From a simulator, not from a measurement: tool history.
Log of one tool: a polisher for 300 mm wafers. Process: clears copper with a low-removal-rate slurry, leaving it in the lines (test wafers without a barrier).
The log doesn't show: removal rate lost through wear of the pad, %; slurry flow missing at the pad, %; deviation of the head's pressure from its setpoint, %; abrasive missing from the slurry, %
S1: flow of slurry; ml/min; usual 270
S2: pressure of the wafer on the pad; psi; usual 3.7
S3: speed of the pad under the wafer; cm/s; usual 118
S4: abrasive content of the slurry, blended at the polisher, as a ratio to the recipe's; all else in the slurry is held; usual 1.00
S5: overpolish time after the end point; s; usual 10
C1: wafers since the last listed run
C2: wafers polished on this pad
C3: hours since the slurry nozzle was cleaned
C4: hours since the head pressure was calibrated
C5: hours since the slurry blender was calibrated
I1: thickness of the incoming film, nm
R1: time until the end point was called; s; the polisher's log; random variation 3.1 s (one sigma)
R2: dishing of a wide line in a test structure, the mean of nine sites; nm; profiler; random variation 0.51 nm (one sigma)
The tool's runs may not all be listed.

| run | hour | S1 | S2 | S3 | S4 | S5 | C1 | C2 | C3 | C4 | C5 | I1 | R1 | R2 |
|---|---|---|---|---|---|---|---|---|---|---|---|---|---|---|
| 1 | 0.0 | 270 | 3.7 | 92 | 1.00 | 10 | 0 | 817 | 214.2 | 239.7 | 183.4 | 655.8 | 208.8 | 20.2 |
|  | 6.5 | worn pad replaced by a new one |
| 2 | 12.8 | 270 | 3.7 | 92 | 1.00 | 10 | 69 | 50 | 227.0 | 252.5 | 196.2 | 666.8 | 215.6 | 19.9 |
|  | 29.5 | slurry nozzle cleaned |
| 3 | 30.7 | 270 | 4.1 | 118 | 1.00 | 10 | 134 | 184 | 1.2 | 270.4 | 214.1 | 657.3 | 157.0 | 25.6 |
| 4 | 43.2 | 270 | 4.1 | 118 | 1.00 | 10 | 99 | 283 | 13.7 | 282.9 | 226.6 | 669.6 | 168.2 | 25.4 |
| 5 | 53.6 | 270 | 4.1 | 118 | 1.00 | 10 | 82 | 366 | 24.1 | 293.3 | 237.0 | 654.3 | 161.6 | 25.6 |
| 6 | 62.8 | 270 | 3.7 | 146 | 0.85 | 10 | 73 | 439 | 33.3 | 302.5 | 246.2 | 661.1 | 156.1 | 26.0 |
| 7 | 73.1 | 270 | 3.7 | 146 | 0.85 | 10 | 81 | 521 | 43.6 | 312.8 | 256.5 | 670.6 | 164.2 | 25.3 |
| 8 | 83.8 | 270 | 3.7 | 118 | 1.00 | 10 | 85 | 606 | 54.3 | 323.5 | 267.2 | 667.9 | 192.4 | 23.5 |
|  | 101.5 | worn pad replaced by a new one |
| 9 | 102.0 | 270 | 3.7 | 118 | 1.00 | 10 | 112 | 4 | 72.5 | 341.7 | 285.4 | 657.9 | 178.0 | 22.8 |
|  | 106.5 | head pressure recalibrated |
| 10 | 115.4 | 270 | 3.7 | 118 | 1.00 | 10 | 90 | 94 | 85.9 | 8.9 | 298.8 | 652.5 | 186.7 | 22.9 |
| 11 | 129.1 | 270 | 3.7 | 118 | 0.80 | 12 | 108 | 203 | 99.6 | 22.6 | 312.5 | 655.3 | 191.1 | 25.0 |
|  | 166.4 | slurry blender recalibrated |
| 12 | 172.3 | 270 | 3.7 | 118 | 1.00 | 10 | 327 | 530 | 142.8 | 65.8 | 5.9 | 662.2 | 166.3 | 25.2 |
| 13 | 184.1 | 220 | 3.7 | 96 | 1.00 | 7 | 93 | 624 | 154.6 | 77.6 | 17.7 | 650.7 | 189.9 | 15.3 |
|  | 207.3 | worn pad replaced by a new one |
| 14 | 229.7 | 270 | 3.7 | 118 | 1.00 | 10 | 330 | 178 | 200.2 | 123.2 | 63.3 | 653.6 | 170.2 | 24.4 |
| 15 | 241.9 | 270 | 4.6 | 118 | 0.80 | 10 | 96 | 275 | 212.4 | 135.4 | 75.5 | 652.0 | 145.5 | 28.4 |
| 16 | 256.8 | 315 | 3.7 | 118 | 1.00 | 16 | 118 | 393 | 227.3 | 150.3 | 90.4 | 660.4 | 171.2 | 37.4 |
|  | 265.6 | slurry nozzle cleaned |
| 17 | 266.3 | 205 | 2.8 | 146 | 1.00 | 14 | 67 | 461 | 0.7 | 159.8 | 99.9 | 661.2 | 192.9 | 30.6 |
| 18 | 280.2 | 310 | 3.2 | 102 | 1.15 | 10 | 110 | 571 | 14.6 | 173.7 | 113.8 | 661.5 | 214.3 | 20.2 |
|  | 292.1 | worn pad replaced by a new one |
| 19 | 292.6 | 270 | 4.8 | 118 | 1.00 | 10 | 66 | 3 | 27.0 | 186.1 | 126.2 | 654.7 | 128.6 | 30.6 |
| 20 | 299.3 | 270 | 3.7 | 136 | 1.25 | 10 | 53 | 57 | 33.7 | 192.8 | 132.9 | 657.5 | 143.2 | 28.3 |
| 21 | 315.9 | 270 | 4.8 | 82 | 0.75 | 14 | 131 | 189 | 50.3 | 209.4 | 149.5 | 658.9 | 186.9 | 30.0 |
| 22 | 333.8 | 295 | 4.1 | 118 | 1.15 | 14 | 142 | 331 | 68.2 | 227.3 | 167.4 | 661.6 | 148.1 | 37.2 |
| 23 | 341.5 | 270 | 2.9 | 118 | 1.00 | 16 | 61 | 392 | 75.9 | 235.0 | 175.1 | 665.4 | 223.6 | 30.0 |
| 24 | 356.6 | 270 | 4.5 | 140 | 1.25 | 10 | 120 | 512 | 91.0 | 250.1 | 190.2 | 659.1 | 118.2 | 33.6 |
| 25 | 368.9 | 305 | 2.9 | 140 | 1.10 | 10 | 97 | 610 | 103.3 | 262.4 | 202.5 | 662.6 | 184.4 | 22.6 |
|  | 376.4 | worn pad replaced by a new one |
| 26 | 378.7 | 325 | 3.7 | 118 | 1.00 | 10 | 46 | 18 | 113.1 | 272.2 | 212.3 | 653.9 | 170.9 | 23.5 |
| 27 | 388.4 | 270 | 3.7 | 118 | 1.00 | 10 | 77 | 95 | 122.8 | 281.9 | 222.0 | 665.7 | 177.9 | 23.5 |
| 28 | 402.0 | 270 | 3.7 | 80 | 1.15 | 15 | 108 | 203 | 136.4 | 295.5 | 235.6 | 658.5 | 225.4 | 26.1 |
| 29 | 411.6 | 270 | 3.7 | 118 | 1.00 | 10 | 76 | 279 | 146.0 | 305.1 | 245.2 | 665.0 | 176.6 | 23.4 |

3 ways to go on from here, each from the tool as it stands after run 29. What would each give?
| A | 412.1 | 270 | 3.7 | 118 | 1.00 | 10 | 3 | 283 | 146.5 | 305.6 | 245.7 | 656.1 | ? | ? |
| B | 412.1 | 270 | 3.7 | 118 | 0.75 | 10 | 3 | 283 | 146.5 | 305.6 | 245.7 | 656.1 | ? | ? |
| C | 412.1 | 325 | 2.7 | 118 | 1.20 | 4 | 3 | 283 | 146.5 | 305.6 | 245.7 | 656.1 | ? | ? |

| run | R1 | R2 |
|---|---|---|
| A | 176.4 | 23.5 |
| B | 190.7 | 21.9 |
| C | 227.2 | 7.8 |
Without the tool's hidden state the same runs would have given:
| run | R1 | R2 |
|---|---|---|
| A | 162.4 | 25.3 |
| B | 176.2 | 23.5 |
| C | 208.6 | 8.5 |
